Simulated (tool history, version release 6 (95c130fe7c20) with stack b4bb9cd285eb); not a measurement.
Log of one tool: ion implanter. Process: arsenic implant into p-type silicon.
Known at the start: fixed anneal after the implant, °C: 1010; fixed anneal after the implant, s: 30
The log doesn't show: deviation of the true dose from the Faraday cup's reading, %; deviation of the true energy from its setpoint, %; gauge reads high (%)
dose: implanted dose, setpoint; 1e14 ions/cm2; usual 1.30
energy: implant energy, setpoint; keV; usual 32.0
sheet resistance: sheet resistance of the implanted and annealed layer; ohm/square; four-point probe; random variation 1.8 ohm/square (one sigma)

run,day,dose,energy,wafers since the last listed run,hours since the last dose calibration,hours since the extraction supply was calibrated,hours since the gauge calibration,"read-back reference wafer on the same gauge, sheet resistance",sheet resistance
1,0.000,1.38,32.0,0,1599.5,2645.0,47.7,586.03,482.42
2,1.888,1.30,32.0,1148,1644.8,2690.3,93.0,587.97,505.33
3,2.746,1.30,32.0,522,1665.4,2710.9,113.6,587.14,502.08
4,3.271,1.30,32.0,319,1678.0,2723.5,126.2,587.44,504.12
5,4.025,1.30,26.0,458,1696.1,2741.6,144.3,587.00,518.62
6,5.417,1.30,26.0,846,1729.5,2775.0,177.7,587.39,522.97
7,6.475,1.30,32.0,644,1754.9,2800.4,203.1,587.14,504.35
8,7.571,1.30,32.0,666,1781.2,2826.7,229.4,587.11,500.47
9,8.417,1.30,32.0,514,1801.5,2847.0,249.7,587.63,503.44
10,9.062,1.30,32.0,393,1817.0,2862.5,265.2,586.93,504.31
11,10.158,1.43,32.0,666,1843.3,2888.8,291.5,587.33,470.37
12,11.400,1.43,32.0,755,1873.1,2918.6,321.3,587.06,470.13
13,12.600,1.43,32.0,730,1901.9,2947.4,350.1,587.35,471.42
14,13.346,1.30,38.0,453,1919.8,2965.3,368.0,587.61,488.14
15,14.296,1.30,38.0,578,1942.6,2988.1,390.8,587.14,488.14
# day 15.283: Faraday cup replaced and dose calibrated
16,15.542,1.30,32.0,555,6.2,3018.0,420.7,587.52,523.32
17,17.042,1.30,32.0,912,42.2,3054.0,456.7,586.60,519.78
18,18.083,1.30,32.0,633,67.2,3079.0,481.7,588.10,519.10
19,19.175,1.06,39.0,664,93.4,3105.2,507.9,586.42,575.53
20,20.567,1.63,26.0,846,126.8,3138.6,541.3,586.51,455.79
21,21.096,1.61,37.5,322,139.5,3151.3,554.0,586.06,435.04
# day 21.971: extraction supply calibrated
22,21.992,1.58,25.5,342,161.0,0.5,575.5,587.89,465.07
# day 22.504: gauge calibrated
23,22.792,1.30,32.0,486,180.2,19.7,6.9,586.65,517.06
24,23.862,1.15,23.5,651,205.9,45.4,32.6,587.97,591.80
25,24.558,1.30,39.5,423,222.6,62.1,49.3,586.35,493.18
26,25.417,1.30,32.0,522,243.2,82.7,69.9,587.19,513.62
27,26.808,1.30,37.0,846,276.6,116.1,103.3,587.53,500.14
28,27.675,1.41,32.0,527,297.4,136.9,124.1,587.15,484.99
29,28.962,1.30,32.0,783,328.3,167.8,155.0,586.99,514.38
30,30.342,1.46,28.5,839,361.4,200.9,188.1,586.26,480.41
31,31.408,1.30,32.0,649,387.0,226.5,213.7,586.38,513.26
32,32.012,1.41,40.5,367,401.5,241.0,228.2,587.03,463.59
33,32.738,1.11,22.0,441,418.9,258.4,245.6,587.36,608.62
34,33.721,1.11,24.5,598,442.5,282.0,269.2,587.26,600.43
35,34.238,1.30,32.0,314,454.9,294.4,281.6,586.90,511.47
36,35.729,1.15,32.0,907,490.7,330.2,317.4,586.97,554.12
37,36.471,1.61,37.5,451,508.5,348.0,335.2,586.45,427.97

What the log doesn't show, run by run:
deviation of the true energy from its setpoint, %: 0 in every run
gauge reads high (%): 0 in every run
H1: deviation of the true dose from the Faraday cup's reading, %
run,H1
1,5.01
2,5.04
3,5.05
4,5.06
5,5.07
6,5.09
7,5.1
8,5.12
9,5.13
10,5.14
11,5.15
12,5.16
13,5.18
14,5.18
15,5.19
16,0.207
17,0.489
18,0.676
19,0.864
20,1.09
21,1.18
22,1.32
23,1.44
24,1.59
25,1.69
26,1.81
27,1.99
28,2.1
29,2.25
30,2.41
31,2.53
32,2.59
33,2.66
34,2.76
35,2.81
36,2.95
37,3.02
